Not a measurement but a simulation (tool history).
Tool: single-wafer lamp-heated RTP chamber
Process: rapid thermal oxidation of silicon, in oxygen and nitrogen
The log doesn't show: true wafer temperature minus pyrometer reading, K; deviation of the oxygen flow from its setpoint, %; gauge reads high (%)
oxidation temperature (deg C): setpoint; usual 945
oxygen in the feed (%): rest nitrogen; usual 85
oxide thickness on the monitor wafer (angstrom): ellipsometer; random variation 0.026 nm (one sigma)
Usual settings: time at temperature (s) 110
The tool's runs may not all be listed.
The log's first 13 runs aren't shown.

run	hour	oxidation temperature (deg C)	time at temperature (s)	oxygen in the feed (%)	wafers since the last listed run	wafers since the last pyrometer calibration	hours since the oxygen flow controller was replaced	hours since the gauge calibration	read-back reference wafer on the same gauge, thickness	oxide thickness on the monitor wafer (angstrom)
14	852.3	945	110	85	674	4945	5831.7	2276.5	4.439	46.39
15	945.8	945	110	85	620	5566	5925.2	2370.0	4.420	46.85
16	1034.4	945	110	85	587	6154	6013.8	2458.6	4.436	46.20
17	1075.2	945	110	85	270	6424	6054.6	2499.4	4.444	46.59
18	1139.9	945	110	85	429	6854	6119.3	2564.1	4.431	46.90
19	1179.9	971	63	85	265	7119	6159.3	2604.1	4.436	45.37
# hour 1217.2: pyrometer window cleaned and pyrometer calibrated
20	1252.7	945	154	85	429	235	6232.1	2676.9	4.431	53.19
21	1511.0	965	151	98	1713	1949	6490.4	2935.2	4.431	63.67
# hour 1557.2: oxygen flow controller replaced
22	1586.9	960	90	58	450	2399	29.7	3011.1	4.427	41.60
23	1689.5	928	129	97	680	3080	132.3	3113.7	4.431	45.38
24	1782.4	973	130	98	616	3696	225.2	3206.6	4.426	64.18
25	1854.4	945	110	85	477	4174	297.2	3278.6	4.424	46.65
# hour 1885.1: gauge calibrated
26	1926.4	925	73	98	477	4652	369.2	41.3	4.430	34.96
27	1980.0	945	95	98	355	5008	422.8	94.9	4.434	45.26
28	2086.5	969	129	63	706	5714	529.3	201.4	4.429	53.92
29	2127.6	928	110	56	272	5987	570.4	242.5	4.421	36.31
# hour 2177.2: pyrometer window cleaned and pyrometer calibrated
30	2224.8	945	127	64	591	315	667.6	339.7	4.429	44.32
31	2305.8	971	79	98	537	853	748.6	420.7	4.436	50.28
32	2364.3	945	66	85	388	1241	807.1	479.2	4.435	36.89
33	2457.8	945	110	85	620	1861	900.6	572.7	4.431	45.84
34	2713.5	945	110	85	1696	3558	1156.3	828.4	4.430	46.27
35	2767.9	945	110	85	360	3919	1210.7	882.8	4.438	45.67
36	2856.5	945	110	85	587	4507	1299.3	971.4	4.431	46.47
37	2900.6	945	110	85	292	4800	1343.4	1015.5	4.428	46.12

5 ways to go on from here, each from the tool as it stands after run 37. What would each give?
A	2901.0	945	110	98	2	4802	1343.8	1015.9	?	?
B	2901.0	920	110	85	2	4802	1343.8	1015.9	?	?
C	2901.0	928	58	93	2	4802	1343.8	1015.9	?	?
D	2901.0	971	164	85	2	4802	1343.8	1015.9	?	?
E	2901.0	969	110	85	2	4802	1343.8	1015.9	?	?

run	read-back reference wafer on the same gauge, thickness	oxide thickness on the monitor wafer (angstrom)
A	4.425	48.51
B	4.425	38.48
C	4.425	32.68
D	4.425	67.52
E	4.425	55.51
Without the tool's hidden state the same runs would have given:
run	oxide thickness on the monitor wafer (angstrom)
A	47.59
B	37.80
C	32.17
D	66.23
E	54.47
